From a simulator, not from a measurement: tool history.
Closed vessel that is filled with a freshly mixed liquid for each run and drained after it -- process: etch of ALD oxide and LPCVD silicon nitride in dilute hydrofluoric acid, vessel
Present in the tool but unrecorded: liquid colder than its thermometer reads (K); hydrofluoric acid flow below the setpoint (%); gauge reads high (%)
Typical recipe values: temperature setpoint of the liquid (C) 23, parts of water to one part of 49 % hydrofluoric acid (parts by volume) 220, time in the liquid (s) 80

run	hour	temperature setpoint of the liquid (C)	parts of water to one part of 49 % hydrofluoric acid (parts by volume)	time in the liquid (s)	wafers since the last listed run	hours since the thermometer was replaced	hours since the hydrofluoric acid flow meter was replaced	hours since the gauge calibration	read-back film thickness of the ALD oxide reference wafer, read on the same gauge (nm)	thickness taken off the ALD oxide on a monitor wafer (angstrom)
1	0	23	220	80	0	1671	1235.6	878.2	60.37	83.4
# hour 19.6: hydrofluoric acid flow meter replaced
2	87.4	23	220	80	10111	1758.4	67.8	965.6	60.42	83.6
3	128.1	23	220	60	4763	1799.1	108.5	1006.3	60.47	62.7
4	169.9	23	220	60	4892	1840.9	150.3	1048.1	60.52	62.8
5	229.5	23	220	105	6975	1900.5	209.9	1107.7	60.54	110
6	324.4	24.5	220	80	11106	1995.4	304.8	1202.6	60.61	88.5
7	422.4	24.5	220	80	11469	2093.4	402.8	1300.6	60.77	88.7
8	514.5	23	220	80	10778	2185.5	494.9	1392.7	60.84	84.2
9	574.6	23	220	80	7033	2245.6	555	1452.8	60.88	83.8
10	611.4	23	220	80	4306	2282.4	591.8	1489.6	60.95	83.9
# hour 638.2: thermometer replaced
11	662.9	23	220	80	5910	24.7	643.3	1541.1	61.04	84.3
12	753.9	28	275	40	10650	115.7	734.3	1632.1	61.19	37.9
13	837.9	23	220	80	9830	199.7	818.3	1716.1	61.23	84.4
14	907.5	23	220	40	8145	269.3	887.9	1785.7	61.34	42.6
15	967.3	23	120	80	6998	329.1	947.7	1845.5	61.47	173.5
# hour 1161.4: gauge calibrated
16	1283.3	25.5	220	80	36982	645.1	1263.7	121.9	60.07	91.1
17	1396.4	24.5	185	80	13236	758.2	1376.8	235	60.09	108.2
18	1486.7	21	220	120	10568	848.5	1467.1	325.3	60.1	116.2
# hour 1541.2: hydrofluoric acid flow meter replaced
19	1591.2	23	220	80	12113	953	50	429.8	60.13	83
20	1647.7	23	220	80	6612	1009.5	106.5	486.3	60.21	82.9
21	1716.1	24.5	170	125	8005	1077.9	174.9	554.7	60.19	188.4
22	1821.8	23	305	50	12370	1183.6	280.6	660.4	60.26	34.7
23	1861.1	23	220	80	4599	1222.9	319.9	699.7	60.29	82.8
24	1954.9	23	220	80	10977	1316.7	413.7	793.5	60.33	83.6
25	2014.4	19.5	180	80	6963	1376.2	473.2	853	60.39	93.2

Branching from run 25: 5 alternative next runs. What would each branch give?
A	2015.1	23	220	95	81	1376.9	473.9	853.7	?	?
B	2015.1	23	135	80	81	1376.9	473.9	853.7	?	?
C	2015.1	21.5	315	110	81	1376.9	473.9	853.7	?	?
D	2015.1	23	220	35	81	1376.9	473.9	853.7	?	?
E	2015.1	23	150	110	81	1376.9	473.9	853.7	?	?

run	read-back film thickness of the ALD oxide reference wafer, read on the same gauge (nm)	thickness taken off the ALD oxide on a monitor wafer (angstrom)
A	60.38	98.9
B	60.38	148.7
C	60.38	69.1
D	60.38	36.4
E	60.38	181
Take away the tool's hidden state, keep each run's random variation, and the runs would have read:
run	thickness taken off the ALD oxide on a monitor wafer (angstrom)
A	98.2
B	147.8
C	68.6
D	36.2
E	179.8

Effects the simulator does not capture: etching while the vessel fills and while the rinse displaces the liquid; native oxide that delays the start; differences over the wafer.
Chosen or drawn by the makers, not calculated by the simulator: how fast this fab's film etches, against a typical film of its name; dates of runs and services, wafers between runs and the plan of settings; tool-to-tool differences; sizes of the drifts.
